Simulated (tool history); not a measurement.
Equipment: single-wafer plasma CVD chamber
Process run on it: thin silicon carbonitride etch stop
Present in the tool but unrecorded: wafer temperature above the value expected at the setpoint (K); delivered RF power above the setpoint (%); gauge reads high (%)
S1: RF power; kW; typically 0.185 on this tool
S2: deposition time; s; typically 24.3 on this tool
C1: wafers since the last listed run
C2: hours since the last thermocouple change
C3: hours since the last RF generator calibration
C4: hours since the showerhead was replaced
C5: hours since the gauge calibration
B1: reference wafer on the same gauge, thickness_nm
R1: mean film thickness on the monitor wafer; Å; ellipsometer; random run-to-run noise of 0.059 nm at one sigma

{"run": 1, "hour": 0.0, "S1": 0.16, "S2": 24.3, "C1": 0, "C2": 2198.3, "C3": 880.2, "C4": 3253.9, "C5": 666.4, "B1": 15.755, "R1": 142.65}
{"run": 2, "hour": 39.5, "S1": 0.16, "S2": 24.3, "C1": 715, "C2": 2237.8, "C3": 919.7, "C4": 3293.4, "C5": 705.9, "B1": 15.796, "R1": 143.5}
{"run": 3, "hour": 94.8, "S1": 0.195, "S2": 24.3, "C1": 1001, "C2": 2293.1, "C3": 975, "C4": 3348.7, "C5": 761.2, "B1": 15.807, "R1": 147.77}
{"run": 4, "hour": 138.5, "S1": 0.185, "S2": 24.3, "C1": 791, "C2": 2336.8, "C3": 1018.7, "C4": 3392.4, "C5": 804.9, "B1": 15.819, "R1": 147}
{"run": 5, "hour": 216.7, "S1": 0.185, "S2": 24.3, "C1": 1416, "C2": 2415, "C3": 1096.9, "C4": 3470.6, "C5": 883.1, "B1": 15.879, "R1": 147.97}
{"run": 6, "hour": 304.3, "S1": 0.185, "S2": 24.3, "C1": 1586, "C2": 2502.6, "C3": 1184.5, "C4": 3558.2, "C5": 970.7, "B1": 15.954, "R1": 148.43}
{"run": 7, "hour": 394.9, "S1": 0.185, "S2": 24.3, "C1": 1640, "C2": 2593.2, "C3": 1275.1, "C4": 3648.8, "C5": 1061.3, "B1": 16.018, "R1": 149.15}
{"run": 8, "hour": 494.4, "S1": 0.185, "S2": 24.3, "C1": 1802, "C2": 2692.7, "C3": 1374.6, "C4": 3748.3, "C5": 1160.8, "B1": 16.121, "R1": 149.81}
{"hour": 591.6, "done": "thermocouple changed; heater temperature recalibrated"}
{"run": 9, "hour": 601.8, "S1": 0.185, "S2": 24.3, "C1": 1800, "C2": 10.2, "C3": 1482, "C4": 3855.7, "C5": 1268.2, "B1": 16.209, "R1": 151.34}
{"run": 10, "hour": 653.3, "S1": 0.185, "S2": 24.3, "C1": 932, "C2": 61.7, "C3": 1533.5, "C4": 3907.2, "C5": 1319.7, "B1": 16.282, "R1": 152}
{"run": 11, "hour": 723.4, "S1": 0.155, "S2": 24.3, "C1": 1269, "C2": 131.8, "C3": 1603.6, "C4": 3977.3, "C5": 1389.8, "B1": 16.332, "R1": 148.14}
{"hour": 766.1, "done": "gauge calibrated"}
{"run": 12, "hour": 790.3, "S1": 0.185, "S2": 21.7, "C1": 1211, "C2": 198.7, "C3": 1670.5, "C4": 4044.2, "C5": 24.2, "B1": 15.657, "R1": 130.39}
{"run": 13, "hour": 917.5, "S1": 0.175, "S2": 20.6, "C1": 2303, "C2": 325.9, "C3": 1797.7, "C4": 4171.4, "C5": 151.4, "B1": 15.663, "R1": 122.31}
{"hour": 944.9, "done": "RF generator calibrated"}
{"run": 14, "hour": 955.2, "S1": 0.185, "S2": 24.3, "C1": 537, "C2": 363.6, "C3": 10.3, "C4": 4209.1, "C5": 189.1, "B1": 15.67, "R1": 146.76}
{"run": 15, "hour": 1033.9, "S1": 0.205, "S2": 20.8, "C1": 1425, "C2": 442.3, "C3": 89, "C4": 4287.8, "C5": 267.8, "B1": 15.683, "R1": 127.87}
{"run": 16, "hour": 1093.5, "S1": 0.165, "S2": 24.3, "C1": 1079, "C2": 501.9, "C3": 148.6, "C4": 4347.4, "C5": 327.4, "B1": 15.683, "R1": 142.75}
{"run": 17, "hour": 1164.7, "S1": 0.2, "S2": 22.7, "C1": 1289, "C2": 573.1, "C3": 219.8, "C4": 4418.6, "C5": 398.6, "B1": 15.711, "R1": 139.48}
{"run": 18, "hour": 1233.3, "S1": 0.175, "S2": 24.3, "C1": 1242, "C2": 641.7, "C3": 288.4, "C4": 4487.2, "C5": 467.2, "B1": 15.76, "R1": 145.26}
{"run": 19, "hour": 1315.0, "S1": 0.185, "S2": 24.3, "C1": 1479, "C2": 723.4, "C3": 370.1, "C4": 4568.9, "C5": 548.9, "B1": 15.767, "R1": 147.29}
{"hour": 1368.6, "done": "showerhead replaced"}
{"run": 20, "hour": 1373.9, "S1": 0.16, "S2": 20.1, "C1": 921, "C2": 782.3, "C3": 429, "C4": 5.3, "C5": 607.8, "B1": 15.79, "R1": 118.84}
{"run": 21, "hour": 1418.7, "S1": 0.2, "S2": 28.3, "C1": 811, "C2": 827.1, "C3": 473.8, "C4": 50.1, "C5": 652.6, "B1": 15.833, "R1": 174.96}
{"run": 22, "hour": 1490.3, "S1": 0.2, "S2": 28.5, "C1": 1296, "C2": 898.7, "C3": 545.4, "C4": 121.7, "C5": 724.2, "B1": 15.847, "R1": 176.89}

Run 23 is up next; what results do you expect?
{"run": 23, "hour": 1573.5, "S1": 0.185, "S2": 19.6, "C1": 1506, "C2": 981.9, "C3": 628.6, "C4": 204.9, "C5": 807.4, "B1": "?", "R1": "?"}

Run 23 gave B1 15.917, R1 119.43 Å.
On a tool with no hidden condition, and with the same random variation, this run would have come out at R1 117.8 Å.
